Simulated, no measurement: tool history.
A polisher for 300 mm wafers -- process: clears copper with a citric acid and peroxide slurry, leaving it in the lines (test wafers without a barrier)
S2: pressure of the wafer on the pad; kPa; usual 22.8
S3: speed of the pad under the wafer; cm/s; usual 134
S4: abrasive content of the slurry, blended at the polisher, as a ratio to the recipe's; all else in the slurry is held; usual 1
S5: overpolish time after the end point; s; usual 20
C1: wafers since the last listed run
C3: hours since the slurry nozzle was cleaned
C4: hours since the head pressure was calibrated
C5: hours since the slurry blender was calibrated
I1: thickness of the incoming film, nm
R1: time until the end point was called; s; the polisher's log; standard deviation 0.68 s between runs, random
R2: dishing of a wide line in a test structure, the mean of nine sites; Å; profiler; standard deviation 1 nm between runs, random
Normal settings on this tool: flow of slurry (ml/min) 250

{"run": 1, "hour": 0.0, "flow of slurry (ml/min)": 250, "S2": 22.8, "S3": 134, "S4": 1, "S5": 20, "C1": 0, "wafers polished on this pad": 762, "C3": 642.3, "C4": 896, "C5": 133, "I1": 336.6, "R1": 85.9, "R2": 511}
{"hour": 48.0, "done": "slurry nozzle cleaned"}
{"run": 2, "hour": 102.3, "flow of slurry (ml/min)": 250, "S2": 22.8, "S3": 134, "S4": 1, "S5": 20, "C1": 739, "wafers polished on this pad": 1502, "C3": 54.3, "C4": 998.3, "C5": 235.3, "I1": 327.9, "R1": 84.8, "R2": 504}
{"run": 3, "hour": 179.3, "flow of slurry (ml/min)": 250, "S2": 22.8, "S3": 134, "S4": 1, "S5": 20, "C1": 562, "wafers polished on this pad": 2064, "C3": 131.3, "C4": 1075.3, "C5": 312.3, "I1": 324.9, "R1": 84.9, "R2": 497}
{"hour": 210.4, "done": "worn pad replaced by a new one"}
{"run": 4, "hour": 262.1, "flow of slurry (ml/min)": 280, "S2": 22.8, "S3": 134, "S4": 1, "S5": 20, "C1": 575, "wafers polished on this pad": 377, "C3": 214.1, "C4": 1158.1, "C5": 395.1, "I1": 327.1, "R1": 85.2, "R2": 512}
{"hour": 275.1, "done": "slurry blender recalibrated"}
{"run": 5, "hour": 314.2, "flow of slurry (ml/min)": 280, "S2": 22.8, "S3": 134, "S4": 1, "S5": 20, "C1": 365, "wafers polished on this pad": 742, "C3": 266.2, "C4": 1210.2, "C5": 39.1, "I1": 323.8, "R1": 82.2, "R2": 516}
{"run": 6, "hour": 386.1, "flow of slurry (ml/min)": 250, "S2": 22.8, "S3": 134, "S4": 1, "S5": 20, "C1": 524, "wafers polished on this pad": 1267, "C3": 338.1, "C4": 1282.1, "C5": 111, "I1": 324.6, "R1": 84.9, "R2": 511}
{"run": 7, "hour": 472.7, "flow of slurry (ml/min)": 250, "S2": 22.8, "S3": 134, "S4": 1, "S5": 20, "C1": 632, "wafers polished on this pad": 1900, "C3": 424.7, "C4": 1368.7, "C5": 197.6, "I1": 332, "R1": 87.5, "R2": 496}
{"hour": 514.0, "done": "head pressure recalibrated"}
{"hour": 532.7, "done": "worn pad replaced by a new one"}
{"run": 8, "hour": 561.3, "flow of slurry (ml/min)": 250, "S2": 22.8, "S3": 134, "S4": 1, "S5": 20, "C1": 603, "wafers polished on this pad": 208, "C3": 513.3, "C4": 47.3, "C5": 286.2, "I1": 330, "R1": 86.5, "R2": 499}
{"hour": 597.5, "done": "slurry blender recalibrated"}
{"run": 9, "hour": 598.6, "flow of slurry (ml/min)": 250, "S2": 22.8, "S3": 134, "S4": 1, "S5": 20, "C1": 257, "wafers polished on this pad": 466, "C3": 550.6, "C4": 84.6, "C5": 1.1, "I1": 332.6, "R1": 85, "R2": 530}
{"run": 10, "hour": 638.6, "flow of slurry (ml/min)": 250, "S2": 20, "S3": 114, "S4": 1, "S5": 20, "C1": 292, "wafers polished on this pad": 758, "C3": 590.6, "C4": 124.6, "C5": 41.1, "I1": 328.9, "R1": 106.2, "R2": 409}
{"run": 11, "hour": 702.2, "flow of slurry (ml/min)": 250, "S2": 20, "S3": 114, "S4": 1, "S5": 20, "C1": 464, "wafers polished on this pad": 1222, "C3": 654.2, "C4": 188.2, "C5": 104.7, "I1": 325.6, "R1": 107.3, "R2": 409}
{"run": 12, "hour": 789.6, "flow of slurry (ml/min)": 275, "S2": 30.3, "S3": 134, "S4": 1, "S5": 14, "C1": 638, "wafers polished on this pad": 1860, "C3": 741.6, "C4": 275.6, "C5": 192.1, "I1": 329, "R1": 64.6, "R2": 475}
{"hour": 831.8, "done": "worn pad replaced by a new one"}
{"hour": 840.1, "done": "slurry nozzle cleaned"}
{"run": 13, "hour": 842.4, "flow of slurry (ml/min)": 285, "S2": 22.8, "S3": 162, "S4": 1, "S5": 8, "C1": 349, "wafers polished on this pad": 70, "C3": 2.3, "C4": 328.4, "C5": 244.9, "I1": 329.1, "R1": 73.4, "R2": 249}
{"run": 14, "hour": 916.8, "flow of slurry (ml/min)": 200, "S2": 22.8, "S3": 162, "S4": 0.7, "S5": 28, "C1": 543, "wafers polished on this pad": 613, "C3": 76.7, "C4": 402.8, "C5": 319.3, "I1": 336.8, "R1": 86.9, "R2": 693}
{"hour": 969.2, "done": "slurry blender recalibrated"}
{"run": 15, "hour": 1017.8, "flow of slurry (ml/min)": 250, "S2": 22.8, "S3": 134, "S4": 1, "S5": 20, "C1": 722, "wafers polished on this pad": 1336, "C3": 177.7, "C4": 503.8, "C5": 48.6, "I1": 327.8, "R1": 85.5, "R2": 517}
{"run": 16, "hour": 1095.4, "flow of slurry (ml/min)": 250, "S2": 22.8, "S3": 160, "S4": 1, "S5": 20, "C1": 566, "wafers polished on this pad": 1902, "C3": 255.3, "C4": 581.4, "C5": 126.2, "I1": 326.8, "R1": 74.2, "R2": 550}
{"hour": 1143.3, "done": "worn pad replaced by a new one"}
{"run": 17, "hour": 1175.4, "flow of slurry (ml/min)": 250, "S2": 22.8, "S3": 134, "S4": 1, "S5": 20, "C1": 554, "wafers polished on this pad": 234, "C3": 335.3, "C4": 661.4, "C5": 206.2, "I1": 326.3, "R1": 84.8, "R2": 506}
{"run": 18, "hour": 1219.2, "flow of slurry (ml/min)": 250, "S2": 22.8, "S3": 134, "S4": 1, "S5": 20, "C1": 319, "wafers polished on this pad": 554, "C3": 379.1, "C4": 705.2, "C5": 250, "I1": 325.1, "R1": 86, "R2": 508}
{"run": 19, "hour": 1283.9, "flow of slurry (ml/min)": 250, "S2": 22.8, "S3": 110, "S4": 1, "S5": 31, "C1": 472, "wafers polished on this pad": 1026, "C3": 443.8, "C4": 769.9, "C5": 314.7, "I1": 327.4, "R1": 99.3, "R2": 651}
{"run": 20, "hour": 1341.8, "flow of slurry (ml/min)": 250, "S2": 22.8, "S3": 134, "S4": 1.1, "S5": 20, "C1": 422, "wafers polished on this pad": 1449, "C3": 501.7, "C4": 827.8, "C5": 372.6, "I1": 331.1, "R1": 85.8, "R2": 502}
{"run": 21, "hour": 1395.6, "flow of slurry (ml/min)": 205, "S2": 24.8, "S3": 134, "S4": 1.25, "S5": 16, "C1": 392, "wafers polished on this pad": 1842, "C3": 555.5, "C4": 881.6, "C5": 426.4, "I1": 328.7, "R1": 76.4, "R2": 468}
{"hour": 1400.8, "done": "slurry blender recalibrated"}
{"hour": 1519.1, "done": "worn pad replaced by a new one"}
{"run": 22, "hour": 1632.7, "flow of slurry (ml/min)": 250, "S2": 22.8, "S3": 96, "S4": 0.75, "S5": 20, "C1": 1687, "wafers polished on this pad": 829, "C3": 792.6, "C4": 1118.7, "C5": 231.9, "I1": 331.1, "R1": 118.5, "R2": 382}
{"run": 23, "hour": 1682.6, "flow of slurry (ml/min)": 250, "S2": 22.8, "S3": 154, "S4": 1, "S5": 20, "C1": 364, "wafers polished on this pad": 1193, "C3": 842.5, "C4": 1168.6, "C5": 281.8, "I1": 330.7, "R1": 79.2, "R2": 517}

How the hidden state differs across the entries between the runs, from the last listed run before each to the first after it:
From run 1 to run 2: slurry nozzle cleaned (hour 48)
  abrasive missing from the slurry, %: 8.92 -> 11.5
  measured value less the no-hidden-state value, R1: +2 -> +2.5 s; R2: -10 -> -13 Å
From run 3 to run 4: worn pad replaced by a new one (hour 210.4)
  abrasive missing from the slurry, %: 12.5 -> 13
  measured value less the no-hidden-state value, R1: +2.8 -> +2.9 s; R2: -14 -> -15 Å
From run 4 to run 5: slurry blender recalibrated (hour 275.1)
  abrasive missing from the slurry, %: 13 -> 3.85
  measured value less the no-hidden-state value, R1: +2.9 -> +0.8 s; R2: -15 -> -5 Å
From run 7 to run 8: head pressure recalibrated (hour 514); worn pad replaced by a new one (hour 532.7)
  abrasive missing from the slurry, %: 11 -> 12.4
  measured value less the no-hidden-state value, R1: +2.5 -> +2.8 s; R2: -12 -> -14 Å
From run 8 to run 9: slurry blender recalibrated (hour 597.5)
  abrasive missing from the slurry, %: 12.4 -> 0.376
  measured value less the no-hidden-state value, R1: +2.8 -> +0.1 s; R2: -14 -> -1 Å
From run 12 to run 13: worn pad replaced by a new one (hour 831.8); slurry nozzle cleaned (hour 840.1)
  abrasive missing from the slurry, %: 10.9 -> 11.9
  measured value less the no-hidden-state value, R1: +1.9 -> +2.3 s; R2: -12 -> -7 Å
From run 14 to run 15: slurry blender recalibrated (hour 969.2)
  abrasive missing from the slurry, %: 12.7 -> 4.55
  measured value less the no-hidden-state value, R1: +2.8 -> +1 s; R2: -17 -> -5 Å
From run 16 to run 17: worn pad replaced by a new one (hour 1143.3)
  abrasive missing from the slurry, %: 8.79 -> 11.1
  measured value less the no-hidden-state value, R1: +1.7 -> +2.4 s; R2: -10 -> -12 Å
From run 21 to run 22: slurry blender recalibrated (hour 1400.8); worn pad replaced by a new one (hour 1519.1)
  abrasive missing from the slurry, %: 13.3 -> 12.6
  measured value less the no-hidden-state value, R1: +2.8 -> +3.8 s; R2: -15 -> -11 Å
